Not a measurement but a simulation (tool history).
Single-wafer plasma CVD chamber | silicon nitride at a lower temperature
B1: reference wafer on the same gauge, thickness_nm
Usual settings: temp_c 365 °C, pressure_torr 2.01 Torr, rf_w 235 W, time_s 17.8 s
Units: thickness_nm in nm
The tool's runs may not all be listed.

{"run": 1, "day": 0.0, "temp_c": 365, "pressure_torr": 2.01, "rf_w": 235, "time_s": 17.8, "B1": 16.591, "thickness_nm": 19.314}
{"run": 2, "day": 1.471, "temp_c": 365, "pressure_torr": 2.01, "rf_w": 235, "time_s": 17.8, "B1": 16.571, "thickness_nm": 19.218}
{"run": 3, "day": 2.612, "temp_c": 365, "pressure_torr": 2.01, "rf_w": 235, "time_s": 17.8, "B1": 16.619, "thickness_nm": 19.184}
{"run": 4, "day": 5.55, "temp_c": 365, "pressure_torr": 2.01, "rf_w": 235, "time_s": 17.8, "B1": 16.613, "thickness_nm": 19.344}
{"run": 5, "day": 7.812, "temp_c": 365, "pressure_torr": 2.01, "rf_w": 235, "time_s": 17.8, "B1": 16.59, "thickness_nm": 19.161}
{"run": 6, "day": 9.633, "temp_c": 358, "pressure_torr": 1.74, "rf_w": 235, "time_s": 17.8, "B1": 16.615, "thickness_nm": 18.673}
{"day": 10.175, "done": "showerhead replaced"}
{"day": 10.879, "done": "gauge calibrated"}
{"run": 7, "day": 11.767, "temp_c": 358, "pressure_torr": 1.74, "rf_w": 235, "time_s": 17.8, "B1": 16.614, "thickness_nm": 18.747}
{"day": 12.554, "done": "capacitance manometer re-zeroed and calibrated"}
{"run": 8, "day": 14.238, "temp_c": 365, "pressure_torr": 2.01, "rf_w": 235, "time_s": 17.8, "B1": 16.608, "thickness_nm": 19.354}
{"day": 15.338, "done": "thermocouple changed; heater temperature recalibrated"}
{"run": 9, "day": 17.146, "temp_c": 365, "pressure_torr": 2.01, "rf_w": 235, "time_s": 17.8, "B1": 16.558, "thickness_nm": 19.253}
{"run": 10, "day": 18.367, "temp_c": 365, "pressure_torr": 2.22, "rf_w": 235, "time_s": 17.8, "B1": 16.58, "thickness_nm": 19.572}
{"day": 19.792, "done": "RF generator calibrated"}
{"run": 11, "day": 20.642, "temp_c": 365, "pressure_torr": 2.01, "rf_w": 235, "time_s": 17.8, "B1": 16.586, "thickness_nm": 19.089}
{"run": 12, "day": 22.133, "temp_c": 354, "pressure_torr": 2.44, "rf_w": 220, "time_s": 16.4, "B1": 16.557, "thickness_nm": 17.971}
{"run": 13, "day": 23.921, "temp_c": 359, "pressure_torr": 1.52, "rf_w": 190, "time_s": 19.0, "B1": 16.581, "thickness_nm": 16.983}
{"run": 14, "day": 25.888, "temp_c": 378, "pressure_torr": 2.01, "rf_w": 235, "time_s": 17.8, "B1": 16.605, "thickness_nm": 19.053}
{"run": 15, "day": 28.642, "temp_c": 365, "pressure_torr": 1.79, "rf_w": 235, "time_s": 17.8, "B1": 16.572, "thickness_nm": 18.818}

The tool's hidden state at each run:
wafer temperature above the value expected at the setpoint (K): 0 in every run
delivered RF power above the setpoint (%): 0 in every run
true pressure above the setpoint (%): 0 in every run
gauge reads high (%): 0 in every run

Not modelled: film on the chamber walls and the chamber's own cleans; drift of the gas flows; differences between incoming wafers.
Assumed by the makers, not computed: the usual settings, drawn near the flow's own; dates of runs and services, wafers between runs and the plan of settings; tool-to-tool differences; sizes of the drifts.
